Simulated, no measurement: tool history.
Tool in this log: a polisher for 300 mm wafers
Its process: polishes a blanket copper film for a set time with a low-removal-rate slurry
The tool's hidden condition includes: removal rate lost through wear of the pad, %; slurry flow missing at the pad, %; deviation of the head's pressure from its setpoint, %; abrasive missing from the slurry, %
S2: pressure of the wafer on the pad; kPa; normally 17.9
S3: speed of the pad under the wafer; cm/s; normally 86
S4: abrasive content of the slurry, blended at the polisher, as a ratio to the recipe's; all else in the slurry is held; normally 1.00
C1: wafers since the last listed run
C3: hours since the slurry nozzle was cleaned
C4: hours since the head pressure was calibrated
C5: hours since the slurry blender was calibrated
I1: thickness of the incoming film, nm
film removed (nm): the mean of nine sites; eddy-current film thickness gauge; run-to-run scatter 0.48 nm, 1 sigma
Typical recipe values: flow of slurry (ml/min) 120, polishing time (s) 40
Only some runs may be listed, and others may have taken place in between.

Run 1, day 0.000: usual settings; C1 0; wafers polished on this pad 1515; C3 440.1; C4 126.3; C5 17.7; I1 912.8. Result: film removed (nm) 74.0.
Run 2, day 2.492: usual settings; C1 717; wafers polished on this pad 2233; C3 499.9; C4 186.1; C5 77.5; I1 928.3. Result: film removed (nm) 72.6.
Run 3, day 3.621: usual settings; C1 325; wafers polished on this pad 2559; C3 527.0; C4 213.2; C5 104.6; I1 916.7. Result: film removed (nm) 72.3.
Run 4, day 5.342: usual settings; C1 495; wafers polished on this pad 3054; C3 568.3; C4 254.5; C5 145.9; I1 915.3. Result: film removed (nm) 71.2.
Run 5, day 6.996: usual settings but S2 15.9 kPa, S3 108 cm/s; C1 476; wafers polished on this pad 3531; C3 608.0; C4 294.2; C5 185.6; I1 934.2. Result: film removed (nm) 75.8.
Run 6, day 8.408: usual settings but S2 15.9 kPa, S3 108 cm/s; C1 406; wafers polished on this pad 3938; C3 641.9; C4 328.1; C5 219.5; I1 912.5. Result: film removed (nm) 76.4.
Run 7, day 9.908: usual settings but S2 15.9 kPa, S3 108 cm/s; C1 432; wafers polished on this pad 4370; C3 677.9; C4 364.1; C5 255.5; I1 910.7. Result: film removed (nm) 75.3.
At day 10.242: worn pad replaced by a new one.
At day 10.433: slurry nozzle cleaned.
Run 8, day 11.458: usual settings but S3 92 cm/s; C1 386; wafers polished on this pad 339; C3 24.6; C4 401.3; C5 292.7; I1 902.6. Result: film removed (nm) 73.2.
Run 9, day 13.729: usual settings but S3 92 cm/s; C1 654; wafers polished on this pad 993; C3 79.1; C4 455.8; C5 347.2; I1 921.6. Result: film removed (nm) 73.1.
Run 10, day 15.129: usual settings but flow of slurry (ml/min) 110, polishing time (s) 49; C1 403; wafers polished on this pad 1396; C3 112.7; C4 489.4; C5 380.8; I1 926.6. Result: film removed (nm) 83.6.
At day 15.329: head pressure recalibrated.
At day 15.521: slurry blender recalibrated.
Run 11, day 16.883: usual settings but flow of slurry (ml/min) 110, polishing time (s) 49; C1 457; wafers polished on this pad 1853; C3 154.8; C4 37.3; C5 32.7; I1 915.2. Result: film removed (nm) 89.3.
Run 12, day 19.512: usual settings but S3 92 cm/s; C1 757; wafers polished on this pad 2611; C3 217.9; C4 100.4; C5 95.8; I1 919.8. Result: film removed (nm) 75.0.
Run 13, day 20.933: usual settings but S3 108 cm/s, S4 1.25, polishing time (s) 31; C1 409; wafers polished on this pad 3020; C3 252.0; C4 134.5; C5 129.9; I1 918.2. Result: film removed (nm) 67.9.
Run 14, day 22.279: usual settings but flow of slurry (ml/min) 85, S3 104 cm/s, S4 0.80, polishing time (s) 29; C1 387; wafers polished on this pad 3408; C3 284.3; C4 166.8; C5 162.2; I1 921.9. Result: film removed (nm) 51.3.
Run 15, day 24.546: usual settings but S2 15.9 kPa, S3 96 cm/s; C1 653; wafers polished on this pad 4061; C3 338.7; C4 221.2; C5 216.6; I1 907.9. Result: film removed (nm) 69.0.
At day 26.812: worn pad replaced by a new one.
Run 16, day 27.429: usual settings but S2 20.0 kPa, S4 0.90, polishing time (s) 44; C1 782; wafers polished on this pad 177; C3 407.9; C4 290.4; C5 285.8; I1 902.6. Result: film removed (nm) 83.0.
Run 17, day 29.196: usual settings but S2 21.4 kPa, polishing time (s) 33; C1 508; wafers polished on this pad 686; C3 450.3; C4 332.8; C5 328.2; I1 923.5. Result: film removed (nm) 66.2.
Run 18, day 31.596: usual settings but flow of slurry (ml/min) 135, S4 0.85, polishing time (s) 48; C1 691; wafers polished on this pad 1377; C3 507.9; C4 390.4; C5 385.8; I1 932.2. Result: film removed (nm) 83.0.
At day 32.546: slurry blender recalibrated.
At day 32.896: slurry nozzle cleaned.
Run 19, day 33.867: usual settings but S2 15.9 kPa, S3 116 cm/s, polishing time (s) 27; C1 618; wafers polished on this pad 1995; C3 23.3; C4 444.9; C5 31.7; I1 924.1. Result: film removed (nm) 55.1.
Run 20, day 35.396: usual settings but flow of slurry (ml/min) 135, S3 78 cm/s; C1 440; wafers polished on this pad 2436; C3 60.0; C4 481.6; C5 68.4; I1 921.3. Result: film removed (nm) 68.0.
Run 21, day 37.362: usual settings but S2 15.2 kPa, S3 110 cm/s, S4 1.20; C1 566; wafers polished on this pad 3003; C3 107.2; C4 528.8; C5 115.6; I1 911.9. Result: film removed (nm) 77.2.
At day 38.746: head pressure recalibrated.
Run 22, day 40.158: usual settings but S2 22.1 kPa, polishing time (s) 47; C1 781; wafers polished on this pad 3784; C3 174.3; C4 33.9; C5 182.7; I1 919.1. Result: film removed (nm) 100.1.
Run 23, day 42.762: usual settings; C1 750; wafers polished on this pad 4534; C3 236.8; C4 96.4; C5 245.2; I1 919.8. Result: film removed (nm) 72.1.
Run 24, day 43.954: usual settings but flow of slurry (ml/min) 140, S3 56 cm/s, S4 1.30; C1 343; wafers polished on this pad 4878; C3 265.4; C4 125.0; C5 273.8; I1 919.6. Result: film removed (nm) 59.4.
At day 44.592: worn pad replaced by a new one.
Run 25, day 45.938: usual settings; C1 523; wafers polished on this pad 387; C3 313.0; C4 172.6; C5 321.4; I1 921.3. Result: film removed (nm) 71.0.
Run 26, day 47.104: usual settings; C1 336; wafers polished on this pad 723; C3 341.0; C4 200.6; C5 349.4; I1 921.2. Result: film removed (nm) 70.0.
At day 49.500: slurry blender recalibrated.
Run 27, day 49.796: usual settings but flow of slurry (ml/min) 100, S2 11.7 kPa, S3 66 cm/s, polishing time (s) 36; C1 751; wafers polished on this pad 1474; C3 405.6; C4 265.2; C5 7.1; I1 920.5. Result: film removed (nm) 37.9.
Run 28, day 50.950: usual settings; C1 332; wafers polished on this pad 1807; C3 433.3; C4 292.9; C5 34.8; I1 926.4. Result: film removed (nm) 71.5.
Run 29, day 53.621: usual settings but flow of slurry (ml/min) 135, S3 76 cm/s; C1 769; wafers polished on this pad 2576; C3 497.4; C4 357.0; C5 98.9; I1 905.1. Result: film removed (nm) 67.0.
Run 30, day 55.929: usual settings but S2 15.9 kPa, S3 116 cm/s, polishing time (s) 27; C1 665; wafers polished on this pad 3241; C3 552.8; C4 412.4; C5 154.3; I1 923.6. Result: film removed (nm) 53.7.
At day 56.121: slurry nozzle cleaned.
Run 31, day 58.808: usual settings but S4 1.15, polishing time (s) 32; C1 817; wafers polished on this pad 4059; C3 64.5; C4 481.5; C5 223.4; I1 921.0. Result: film removed (nm) 57.5.

What if the next run were any one of these 3? Each begins from the tool's condition after run 31:
Run A, day 58.825: usual settings but S3 100 cm/s; C1 4; wafers polished on this pad 4064; C3 64.9; C4 481.9; C5 223.8; I1 939.1. Result: film removed (nm) ?.
Run B, day 58.825: usual settings but S2 13.1 kPa, S4 1.30; C1 4; wafers polished on this pad 4064; C3 64.9; C4 481.9; C5 223.8; I1 939.1. Result: film removed (nm) ?.
Run C, day 58.825: usual settings but S2 20.7 kPa, S4 0.75; C1 4; wafers polished on this pad 4064; C3 64.9; C4 481.9; C5 223.8; I1 939.1. Result: film removed (nm) ?.

run  film removed (nm)
  A               77.9
  B               58.2
  C               74.3
Stripped of hidden state, with their random variation kept, the same runs would have yielded:
run  film removed (nm)
  A               83.2
  B               62.2
  C               79.2
